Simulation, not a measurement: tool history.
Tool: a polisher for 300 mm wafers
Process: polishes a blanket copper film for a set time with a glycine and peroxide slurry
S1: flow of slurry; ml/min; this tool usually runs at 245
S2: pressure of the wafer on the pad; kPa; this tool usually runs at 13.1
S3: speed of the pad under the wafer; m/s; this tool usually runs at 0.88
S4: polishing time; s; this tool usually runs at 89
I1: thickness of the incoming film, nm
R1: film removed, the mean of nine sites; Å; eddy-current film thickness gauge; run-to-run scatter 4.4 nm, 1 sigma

run    hour   S1    S2    S3   S4      I1    R1
  1     0.0  245  13.1  0.66   89  2089.4  3058
  2    27.3  305  13.1  0.88   89  2122.0  3734
  3    70.6  305  13.1  0.88   89  2085.7  3776
  4   101.5  305  13.1  0.88   89  2138.9  3760
  5   156.2  245  13.1  0.88   89  2109.9  3555
      161.2  -- head pressure recalibrated
  6   199.6  245  13.1  0.88   89  2083.9  3780
  7   264.8  245  13.1  0.88   89  2103.9  3518
      276.0  -- slurry nozzle cleaned
      296.9  -- worn pad replaced by a new one
  8   306.1  245  13.1  0.88   89  2129.7  3903
  9   346.1  245  13.1  0.88  113  2114.6  4968
 10   389.1  245  13.1  0.88   89  2101.0  3893
 11   438.4  245  13.1  0.88   89  2092.8  3873
 12   508.3  220  13.1  0.88   89  2093.9  3776
      566.2  -- worn pad replaced by a new one
 13   676.2  220  13.1  0.88   89  2111.4  3498
      717.1  -- slurry nozzle cleaned
 14   725.9  220  13.1  0.88   89  2116.2  3749
 15   789.7  245  13.1  0.88   89  2083.3  3819
 16   860.0  295  13.1  0.88  103  2094.9  4544
 17   899.3  245  13.1  0.88   89  2122.4  3738
      905.1  -- worn pad replaced by a new one
 18   951.3  245  13.1  0.88  113  2075.4  4697
 19  1006.8  280  15.9  0.72  105  2083.3  4403
 20  1057.2  245  17.9  0.88   89  2085.5  4717
 21  1083.6  245  13.1  0.88   89  2119.8  3608
 22  1146.4  280   9.7  0.88   89  2066.2  2912
     1166.5  -- slurry nozzle cleaned
 23  1183.1  245  13.1  0.88   89  2124.1  3750
     1210.1  -- head pressure recalibrated
     1224.9  -- worn pad replaced by a new one
 24  1245.0  245  13.1  0.88   89  2097.8  4058
 25  1281.2  210  13.1  0.88   89  2090.0  3873
 26  1352.1  245   9.0  1.04   89  2115.9  3408
 27  1377.0  245  13.1  0.68   89  2107.4  3304
 28  1423.4  245  13.1  0.88   89  2094.3  3848
 29  1484.4  245  17.9  1.00   89  2078.0  5375
 30  1533.0  180  16.5  0.88  119  2089.4  5686

Hidden state, per run?
removal rate lost through wear of the pad, %: 0 at every run
H1: slurry flow missing at the pad, %
H2: deviation of the head's pressure from its setpoint, %
run    H1      H2
  1  12.9   -9.37
  2    15   -9.58
  3  19.1   -9.92
  4  22.4   -10.2
  5  29.3   -10.6
  6  35.6   -1.28
  7  46.5   -1.79
  8     7   -2.12
  9  7.81   -2.43
 10  9.41   -2.76
 11  12.2   -3.15
 12  17.7    -3.7
 13  39.2   -5.01
 14  4.03    -5.4
 15  5.08    -5.9
 16  8.15   -6.45
 17  10.7   -6.76
 18  15.1   -7.16
 19    21    -7.6
 20  27.4   -7.99
 21  31.2    -8.2
 22  41.3   -8.69
 23  2.61   -8.98
 24   3.8   0.164
 25  5.21  -0.119
 26  9.52  -0.674
 27  11.5  -0.868
 28  15.9   -1.23
 29    23   -1.71
 30  29.7   -2.09
